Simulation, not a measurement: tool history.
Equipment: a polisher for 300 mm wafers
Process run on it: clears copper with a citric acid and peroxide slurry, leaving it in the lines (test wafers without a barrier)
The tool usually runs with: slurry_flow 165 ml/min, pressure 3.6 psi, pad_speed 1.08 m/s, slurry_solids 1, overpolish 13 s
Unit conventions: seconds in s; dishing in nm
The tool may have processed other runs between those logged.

run,day,slurry_flow,pressure,pad_speed,slurry_solids,overpolish,"incoming thickness of the incoming film, nm",seconds,dishing
1,0,165,3.6,1.08,1,13,199.6,60.1,30.3
2,1.262,165,3.6,1.08,1,13,198.6,63.3,29.1
3,3.925,165,3.6,1.08,1,17,201.6,68.8,34.8
4,6.071,165,3.6,1.08,1,17,196.3,66.1,34.5
5,8.721,165,3.6,1.08,1,17,201.1,69.2,33.3
# day 8.775: slurry nozzle cleaned
6,9.892,165,3.6,1.08,1,9,198.3,70.7,19.2
7,11.446,165,3.6,0.9,1,13,201.3,84.9,22.2
8,13.679,165,3.6,0.94,1,13,196.9,83.3,22.5
# day 14.946: worn pad replaced by a new one
# day 15.896: slurry blender recalibrated
9,16.175,145,3.6,0.78,1,17,200,83.8,28.2
10,18.292,165,3.6,1.08,0.8,13,203.1,68.5,27.4
11,19.988,165,2.4,1.32,1,19,201.1,80.7,30.8
12,22.35,185,4.3,1.08,1,8,202.4,58,20.5
13,25.188,165,2.8,1.32,1,13,200.4,77.4,23.7
14,27.242,165,2.6,1.08,1.15,13,199.8,95.5,19.5
# day 27.892: worn pad replaced by a new one
15,28.304,165,3.6,1.08,1,13,201.5,69.4,27.4
# day 29.692: head pressure recalibrated
16,30.038,125,3.6,1.08,1,20,199.1,73.9,35.1
# day 30.825: slurry blender recalibrated
17,31.325,220,3.6,1.08,0.8,6,203.3,67.6,14
18,34.133,195,3.6,1.08,1,13,202,67.6,28.6
19,35.454,165,3.6,0.94,0.7,6,202.6,84.4,10.8
20,36.642,165,3.6,1.08,1,17,199.9,68.6,33.6
21,39.383,165,3.6,1.28,0.8,13,199.8,65.1,27.4
22,41.354,165,4.6,1.28,1,13,199.1,49.9,35.6
# day 42.317: worn pad replaced by a new one
# day 43.954: slurry blender recalibrated
23,43.971,110,3.6,0.9,0.85,9,200.7,81.8,16.2
24,45.738,165,3.6,0.78,1.25,17,201.8,81.5,30
# day 46.146: slurry nozzle cleaned
25,47.375,165,3.6,1.08,1,13,201.3,67,27.9
26,49.208,115,3.6,1.18,1,13,199.5,67.4,27.2
27,50.846,165,4.4,1.08,1,13,202.7,57.7,31.6

What if the next run were any one of these 5? Each begins from the tool's condition after run 27:
A,50.867,165,3.6,1.08,1,8,201.7,?,?
B,50.867,115,3.6,1.4,1.25,13,201.7,?,?
C,50.867,200,2.5,1.08,1,13,201.7,?,?
D,50.867,195,3.6,0.76,1.1,8,201.7,?,?
E,50.867,105,3.6,1.32,1,19,201.7,?,?

run,seconds,dishing
A,70.7,17.7
B,56.5,33.1
C,98.3,20.2
D,91.2,14
E,64.4,40.5
Had the tool no hidden state, the same runs would have come out as:
run,seconds,dishing
A,58.6,21
B,46.7,38.7
C,81.4,23.9
D,75.5,16.7
E,53.3,46.9
